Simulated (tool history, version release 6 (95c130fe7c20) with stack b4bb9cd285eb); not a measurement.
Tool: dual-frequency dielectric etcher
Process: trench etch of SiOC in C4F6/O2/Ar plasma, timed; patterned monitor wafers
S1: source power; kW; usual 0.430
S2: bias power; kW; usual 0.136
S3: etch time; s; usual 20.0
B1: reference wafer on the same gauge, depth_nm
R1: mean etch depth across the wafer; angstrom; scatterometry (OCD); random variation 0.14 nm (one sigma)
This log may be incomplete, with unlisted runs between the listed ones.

run	hour	S1	S2	S3	B1	R1
1	0.0	0.430	0.136	20.0	34.29	389.4
2	10.0	0.430	0.136	18.0	34.23	354.4
3	17.7	0.430	0.136	18.0	34.20	352.4
4	31.7	0.430	0.136	20.0	34.19	391.4
5	44.5	0.430	0.136	20.0	34.21	390.4
6	51.0	0.430	0.136	20.0	34.20	392.7
# hour 73.2: bias power generator calibrated
# hour 75.6: wet clean of the chamber
# hour 86.8: gauge calibrated
# hour 89.4: upper electrode replaced
# hour 90.3: source power generator calibrated
7	90.8	0.430	0.136	20.0	34.23	390.0
8	91.1	0.430	0.136	20.0	34.18	391.5
9	91.4	0.430	0.136	20.0	34.23	392.6
10	98.4	0.430	0.136	20.0	34.22	389.4
11	115.4	0.430	0.136	20.0	34.11	390.6
12	132.1	0.340	0.136	20.0	34.24	359.9
13	146.0	0.470	0.163	21.5	34.19	465.6

Run 14 is up next; what results do you expect?
14	160.0	0.390	0.136	23.5	?	?

Run 14 came out at B1 34.20, R1 443.3 angstrom.
Without the tool's hidden state the same run would have given R1 443.3 angstrom.
